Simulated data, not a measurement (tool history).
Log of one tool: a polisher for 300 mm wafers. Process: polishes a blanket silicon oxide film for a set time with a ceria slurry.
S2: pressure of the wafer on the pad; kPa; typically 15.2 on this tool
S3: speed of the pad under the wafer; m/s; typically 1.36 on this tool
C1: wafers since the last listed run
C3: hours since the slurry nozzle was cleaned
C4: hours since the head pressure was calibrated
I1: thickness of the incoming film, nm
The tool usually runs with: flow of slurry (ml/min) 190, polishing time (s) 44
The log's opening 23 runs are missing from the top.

At day 96.979: worn pad replaced by a new one.
Run 24, day 97.538: usual settings; C1 628; wafers polished on this pad 191; C3 497.6; C4 621.5; I1 1622.8. Result: film removed (angstrom) 1831.
Run 25, day 99.638: usual settings but flow of slurry (ml/min) 170, S2 13.8 kPa, polishing time (s) 38; C1 721; wafers polished on this pad 913; C3 548.0; C4 671.9; I1 1615.0. Result: film removed (angstrom) 1386.
Run 26, day 102.050: usual settings but flow of slurry (ml/min) 160, polishing time (s) 39; C1 829; wafers polished on this pad 1742; C3 605.9; C4 729.8; I1 1605.6. Result: film removed (angstrom) 1563.
Run 27, day 106.408: usual settings but S2 17.9 kPa, S3 1.66 m/s; C1 1497; wafers polished on this pad 3240; C3 710.5; C4 834.4; I1 1616.1. Result: film removed (angstrom) 2562.
At day 106.875: slurry nozzle cleaned.
Run 28, day 110.842: usual settings; C1 1509; wafers polished on this pad 4749; C3 95.2; C4 940.8; I1 1602.0. Result: film removed (angstrom) 1894.
Run 29, day 119.442: usual settings; C1 2955; wafers polished on this pad 7705; C3 301.6; C4 1147.2; I1 1628.6. Result: film removed (angstrom) 1904.
At day 120.067: head pressure recalibrated.
Run 30, day 123.275: usual settings but flow of slurry (ml/min) 240, polishing time (s) 57; C1 1288; wafers polished on this pad 8994; C3 393.6; C4 77.0; I1 1604.4. Result: film removed (angstrom) 2529.
At day 124.833: worn pad replaced by a new one.
Run 31, day 125.408: usual settings but S2 18.6 kPa, S3 1.54 m/s; C1 675; wafers polished on this pad 197; C3 444.8; C4 128.2; I1 1610.1. Result: film removed (angstrom) 2580.
Run 32, day 127.979: usual settings but flow of slurry (ml/min) 140, S2 13.1 kPa; C1 883; wafers polished on this pad 1081; C3 506.5; C4 189.9; I1 1595.8. Result: film removed (angstrom) 1494.
Run 33, day 131.375: usual settings but S2 16.5 kPa; C1 1167; wafers polished on this pad 2248; C3 588.0; C4 271.4; I1 1622.3. Result: film removed (angstrom) 1975.
At day 133.400: slurry nozzle cleaned.
Run 34, day 134.279: usual settings but flow of slurry (ml/min) 175, S3 1.64 m/s; C1 983; wafers polished on this pad 3232; C3 21.1; C4 341.1; I1 1594.0. Result: film removed (angstrom) 2275.

What if the next run were any one of these 4? Each begins from the tool's condition after run 34:
Run A, day 134.296: usual settings but flow of slurry (ml/min) 170; C1 5; wafers polished on this pad 3238; C3 21.5; C4 341.5; I1 1613.7. Result: film removed (angstrom) ?.
Run B, day 134.296: usual settings but flow of slurry (ml/min) 230, S2 19.3 kPa, S3 1.60 m/s, polishing time (s) 32; C1 5; wafers polished on this pad 3238; C3 21.5; C4 341.5; I1 1613.7. Result: film removed (angstrom) ?.
Run C, day 134.296: usual settings but flow of slurry (ml/min) 250; C1 5; wafers polished on this pad 3238; C3 21.5; C4 341.5; I1 1613.7. Result: film removed (angstrom) ?.
Run D, day 134.296: usual settings but S2 19.3 kPa; C1 5; wafers polished on this pad 3238; C3 21.5; C4 341.5; I1 1613.7. Result: film removed (angstrom) ?.

run  film removed (angstrom)
  A                     1899
  B                     2158
  C                     2005
  D                     2461
Had the tool no hidden state, the same runs would have come out as:
run  film removed (angstrom)
  A                     1903
  B                     2161
  C                     2007
  D                     2465
